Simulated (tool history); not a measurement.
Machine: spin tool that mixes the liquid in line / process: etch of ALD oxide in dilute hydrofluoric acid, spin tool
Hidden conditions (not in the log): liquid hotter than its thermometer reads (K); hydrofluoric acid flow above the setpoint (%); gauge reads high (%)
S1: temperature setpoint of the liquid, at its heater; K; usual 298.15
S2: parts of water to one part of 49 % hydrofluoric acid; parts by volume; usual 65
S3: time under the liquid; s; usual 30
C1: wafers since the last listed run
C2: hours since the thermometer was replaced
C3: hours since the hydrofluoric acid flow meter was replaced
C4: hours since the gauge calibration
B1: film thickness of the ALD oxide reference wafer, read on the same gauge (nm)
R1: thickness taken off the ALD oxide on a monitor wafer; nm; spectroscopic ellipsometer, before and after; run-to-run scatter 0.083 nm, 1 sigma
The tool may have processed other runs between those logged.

{"run": 1, "hour": 0.0, "S1": 298.15, "S2": 65, "S3": 30, "C1": 0, "C2": 1152.1, "C3": 1218, "C4": 109.3, "B1": 130, "R1": 8.81}
{"run": 2, "hour": 38.7, "S1": 298.15, "S2": 65, "S3": 15, "C1": 344, "C2": 1190.8, "C3": 1256.7, "C4": 148, "B1": 130.02, "R1": 4.47}
{"run": 3, "hour": 77.1, "S1": 298.15, "S2": 65, "S3": 15, "C1": 341, "C2": 1229.2, "C3": 1295.1, "C4": 186.4, "B1": 129.98, "R1": 4.41}
{"run": 4, "hour": 134.8, "S1": 298.15, "S2": 65, "S3": 15, "C1": 513, "C2": 1286.9, "C3": 1352.8, "C4": 244.1, "B1": 129.96, "R1": 4.43}
{"run": 5, "hour": 162.8, "S1": 301.65, "S2": 65, "S3": 30, "C1": 249, "C2": 1314.9, "C3": 1380.8, "C4": 272.1, "B1": 129.98, "R1": 10.25}
{"run": 6, "hour": 225.7, "S1": 301.65, "S2": 65, "S3": 30, "C1": 559, "C2": 1377.8, "C3": 1443.7, "C4": 335, "B1": 129.96, "R1": 10.08}
{"run": 7, "hour": 281.5, "S1": 301.65, "S2": 65, "S3": 30, "C1": 496, "C2": 1433.6, "C3": 1499.5, "C4": 390.8, "B1": 129.98, "R1": 10.25}
{"run": 8, "hour": 337.9, "S1": 298.15, "S2": 65, "S3": 30, "C1": 502, "C2": 1490, "C3": 1555.9, "C4": 447.2, "B1": 130, "R1": 8.9}
{"run": 9, "hour": 362.2, "S1": 298.15, "S2": 65, "S3": 30, "C1": 216, "C2": 1514.3, "C3": 1580.2, "C4": 471.5, "B1": 130.03, "R1": 8.88}
{"run": 10, "hour": 397.5, "S1": 298.15, "S2": 65, "S3": 30, "C1": 314, "C2": 1549.6, "C3": 1615.5, "C4": 506.8, "B1": 130.01, "R1": 9.1}
{"run": 11, "hour": 457.8, "S1": 298.15, "S2": 65, "S3": 30, "C1": 536, "C2": 1609.9, "C3": 1675.8, "C4": 567.1, "B1": 130.02, "R1": 8.91}
{"hour": 464.7, "done": "hydrofluoric acid flow meter replaced"}
{"hour": 486.9, "done": "gauge calibrated"}
{"run": 12, "hour": 501.7, "S1": 295.15, "S2": 65, "S3": 30, "C1": 381, "C2": 1653.8, "C3": 37, "C4": 14.8, "B1": 129.99, "R1": 8.01}
{"hour": 659.7, "done": "thermometer replaced"}
{"run": 13, "hour": 663.0, "S1": 302.15, "S2": 55, "S3": 45, "C1": 1426, "C2": 3.3, "C3": 198.3, "C4": 176.1, "B1": 129.99, "R1": 20.35}
{"run": 14, "hour": 723.5, "S1": 298.15, "S2": 65, "S3": 30, "C1": 538, "C2": 63.8, "C3": 258.8, "C4": 236.6, "B1": 130.01, "R1": 9.62}
{"run": 15, "hour": 752.4, "S1": 298.15, "S2": 45, "S3": 45, "C1": 257, "C2": 92.7, "C3": 287.7, "C4": 265.5, "B1": 130.01, "R1": 21.34}
{"hour": 817.7, "done": "thermometer replaced, repeated, since the last time left the tool worse"}
{"run": 16, "hour": 821.2, "S1": 295.15, "S2": 85, "S3": 30, "C1": 603, "C2": 3.5, "C3": 356.5, "C4": 334.3, "B1": 130.02, "R1": 5.6}
{"run": 17, "hour": 865.4, "S1": 298.15, "S2": 65, "S3": 30, "C1": 393, "C2": 47.7, "C3": 400.7, "C4": 378.5, "B1": 130, "R1": 8.38}
{"run": 18, "hour": 899.7, "S1": 298.15, "S2": 65, "S3": 20, "C1": 305, "C2": 82, "C3": 435, "C4": 412.8, "B1": 129.98, "R1": 5.76}
{"run": 19, "hour": 962.9, "S1": 296.65, "S2": 35, "S3": 30, "C1": 562, "C2": 145.2, "C3": 498.2, "C4": 476, "B1": 129.99, "R1": 15.47}
{"run": 20, "hour": 1024.8, "S1": 298.15, "S2": 65, "S3": 30, "C1": 550, "C2": 207.1, "C3": 560.1, "C4": 537.9, "B1": 130.01, "R1": 8.43}
{"run": 21, "hour": 1078.6, "S1": 298.15, "S2": 65, "S3": 30, "C1": 478, "C2": 260.9, "C3": 613.9, "C4": 591.7, "B1": 130.01, "R1": 8.46}
{"hour": 1132.5, "done": "gauge calibrated"}
{"run": 22, "hour": 1146.9, "S1": 302.15, "S2": 65, "S3": 40, "C1": 607, "C2": 329.2, "C3": 682.2, "C4": 14.4, "B1": 130, "R1": 13.57}
{"run": 23, "hour": 1197.0, "S1": 293.65, "S2": 85, "S3": 40, "C1": 445, "C2": 379.3, "C3": 732.3, "C4": 64.5, "B1": 130.01, "R1": 7.21}
{"run": 24, "hour": 1240.7, "S1": 302.65, "S2": 65, "S3": 20, "C1": 388, "C2": 423, "C3": 776, "C4": 108.2, "B1": 130, "R1": 6.81}

5 ways to go on from here, each from the tool as it stands after run 24. What would each give?
{"run": "A", "hour": 1241.1, "S1": 298.15, "S2": 90, "S3": 30, "C1": 3, "C2": 423.4, "C3": 776.4, "C4": 108.6, "B1": "?", "R1": "?"}
{"run": "B", "hour": 1241.1, "S1": 298.15, "S2": 40, "S3": 40, "C1": 3, "C2": 423.4, "C3": 776.4, "C4": 108.6, "B1": "?", "R1": "?"}
{"run": "C", "hour": 1241.1, "S1": 294.65, "S2": 90, "S3": 45, "C1": 3, "C2": 423.4, "C3": 776.4, "C4": 108.6, "B1": "?", "R1": "?"}
{"run": "D", "hour": 1241.1, "S1": 293.15, "S2": 40, "S3": 35, "C1": 3, "C2": 423.4, "C3": 776.4, "C4": 108.6, "B1": "?", "R1": "?"}
{"run": "E", "hour": 1241.1, "S1": 298.15, "S2": 45, "S3": 30, "C1": 3, "C2": 423.4, "C3": 776.4, "C4": 108.6, "B1": "?", "R1": "?"}

run=A B1=130.01 R1=5.92
run=B B1=130.01 R1=19.01
run=C B1=130.01 R1=7.72
run=D B1=130.01 R1=13.49
run=E B1=130.01 R1=12.58
Without the tool's unlogged condition, the same runs would have read:
run=A R1=5.8
run=B R1=18.61
run=C R1=7.56
run=D R1=13.2
run=E R1=12.32

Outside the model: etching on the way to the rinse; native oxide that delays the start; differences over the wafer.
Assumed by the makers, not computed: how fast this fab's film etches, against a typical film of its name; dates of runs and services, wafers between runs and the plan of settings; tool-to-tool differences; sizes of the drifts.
